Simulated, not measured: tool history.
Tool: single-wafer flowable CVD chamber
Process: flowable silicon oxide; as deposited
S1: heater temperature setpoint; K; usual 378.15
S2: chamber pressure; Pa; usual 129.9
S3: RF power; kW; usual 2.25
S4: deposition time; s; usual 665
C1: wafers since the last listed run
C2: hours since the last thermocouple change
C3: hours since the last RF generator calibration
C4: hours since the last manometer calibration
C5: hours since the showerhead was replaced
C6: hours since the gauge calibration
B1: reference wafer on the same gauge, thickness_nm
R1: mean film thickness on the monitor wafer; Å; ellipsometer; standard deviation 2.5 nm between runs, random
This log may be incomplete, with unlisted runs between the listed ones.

{"run": 1, "hour": 0.0, "S1": 378.15, "S2": 129.9, "S3": 2.035, "S4": 665, "C1": 0, "C2": 367.1, "C3": 795.6, "C4": 843.4, "C5": 4505.6, "C6": 744.7, "B1": 432.394, "R1": 4589.76}
{"run": 2, "hour": 66.9, "S1": 378.15, "S2": 129.9, "S3": 2.035, "S4": 665, "C1": 240, "C2": 434, "C3": 862.5, "C4": 910.3, "C5": 4572.5, "C6": 811.6, "B1": 431.876, "R1": 4587.77}
{"run": 3, "hour": 170.7, "S1": 378.15, "S2": 129.9, "S3": 2.035, "S4": 665, "C1": 373, "C2": 537.8, "C3": 966.3, "C4": 1014.1, "C5": 4676.3, "C6": 915.4, "B1": 432.279, "R1": 4525.24}
{"run": 4, "hour": 209.5, "S1": 378.15, "S2": 129.9, "S3": 2.25, "S4": 665, "C1": 139, "C2": 576.6, "C3": 1005.1, "C4": 1052.9, "C5": 4715.1, "C6": 954.2, "B1": 431.491, "R1": 4658.91}
{"run": 5, "hour": 256.6, "S1": 378.15, "S2": 129.9, "S3": 2.25, "S4": 665, "C1": 169, "C2": 623.7, "C3": 1052.2, "C4": 1100, "C5": 4762.2, "C6": 1001.3, "B1": 432.058, "R1": 4626.35}
{"run": 6, "hour": 301.2, "S1": 378.15, "S2": 129.9, "S3": 2.25, "S4": 622, "C1": 160, "C2": 668.3, "C3": 1096.8, "C4": 1144.6, "C5": 4806.8, "C6": 1045.9, "B1": 431.166, "R1": 4376.31}
{"run": 7, "hour": 340.9, "S1": 378.15, "S2": 129.9, "S3": 2.25, "S4": 665, "C1": 142, "C2": 708, "C3": 1136.5, "C4": 1184.3, "C5": 4846.5, "C6": 1085.6, "B1": 431.762, "R1": 4681.34}
{"run": 8, "hour": 405.2, "S1": 378.15, "S2": 129.9, "S3": 2.25, "S4": 665, "C1": 231, "C2": 772.3, "C3": 1200.8, "C4": 1248.6, "C5": 4910.8, "C6": 1149.9, "B1": 432.139, "R1": 4695.92}
{"hour": 435.3, "done": "gauge calibrated"}
{"run": 9, "hour": 492.2, "S1": 378.15, "S2": 129.9, "S3": 2.055, "S4": 575, "C1": 313, "C2": 859.3, "C3": 1287.8, "C4": 1335.6, "C5": 4997.8, "C6": 56.9, "B1": 431.964, "R1": 3978.93}
{"run": 10, "hour": 546.4, "S1": 388.15, "S2": 148.8, "S3": 1.915, "S4": 583, "C1": 195, "C2": 913.5, "C3": 1342, "C4": 1389.8, "C5": 5052, "C6": 111.1, "B1": 431.976, "R1": 3049.02}
{"hour": 581.6, "done": "capacitance manometer re-zeroed and calibrated"}
{"run": 11, "hour": 605.5, "S1": 391.15, "S2": 129.9, "S3": 2.425, "S4": 665, "C1": 184, "C2": 972.6, "C3": 1401.1, "C4": 23.9, "C5": 5111.1, "C6": 170.2, "B1": 431.832, "R1": 2934.01}
{"hour": 634.9, "done": "thermocouple changed; heater temperature recalibrated"}
{"run": 12, "hour": 672.1, "S1": 378.15, "S2": 129.9, "S3": 1.95, "S4": 665, "C1": 211, "C2": 37.2, "C3": 1467.7, "C4": 90.5, "C5": 5177.7, "C6": 236.8, "B1": 431.675, "R1": 4396.83}
{"run": 13, "hour": 741.7, "S1": 378.15, "S2": 129.9, "S3": 2.25, "S4": 665, "C1": 250, "C2": 106.8, "C3": 1537.3, "C4": 160.1, "C5": 5247.3, "C6": 306.4, "B1": 432.031, "R1": 4526.98}
{"run": 14, "hour": 822.4, "S1": 390.15, "S2": 99.2, "S3": 2.035, "S4": 795, "C1": 290, "C2": 187.5, "C3": 1618, "C4": 240.8, "C5": 5328, "C6": 387.1, "B1": 431.878, "R1": 2956.52}
{"hour": 857.0, "done": "RF generator calibrated"}
{"hour": 862.4, "done": "showerhead replaced"}
{"run": 15, "hour": 879.6, "S1": 378.15, "S2": 129.9, "S3": 2.25, "S4": 665, "C1": 157, "C2": 244.7, "C3": 22.6, "C4": 298, "C5": 17.2, "C6": 444.3, "B1": 431.793, "R1": 4547.1}
{"run": 16, "hour": 1128.9, "S1": 378.15, "S2": 129.9, "S3": 2.685, "S4": 665, "C1": 897, "C2": 494, "C3": 271.9, "C4": 547.3, "C5": 266.5, "C6": 693.6, "B1": 432.538, "R1": 4769.51}

Hidden condition of the tool, last listed run before each entry between runs versus first listed run after:
In the gap between runs 8 and 9: gauge calibrated (hour 435.3)
  wafer temperature above the value expected at the setpoint (K): -1.25 -> -1.28
  measured value less the no-hidden-state value, R1: +218.26 -> +189.49 Å
In the gap between runs 10 and 11: capacitance manometer re-zeroed and calibrated (hour 581.6)
  wafer temperature above the value expected at the setpoint (K): -1.3 -> -1.31
  measured value less the no-hidden-state value, R1: +135.27 -> +129.36 Å
In the gap between runs 11 and 12: thermocouple changed; heater temperature recalibrated (hour 634.9)
  wafer temperature above the value expected at the setpoint (K): -1.31 -> -0.199
  measured value less the no-hidden-state value, R1: +129.36 -> +33.05 Å
In the gap between runs 14 and 15: RF generator calibrated (hour 857); showerhead replaced (hour 862.4)
  wafer temperature above the value expected at the setpoint (K): -0.646 -> -0.771
  measured value less the no-hidden-state value, R1: +65.31 -> +131.43 Å
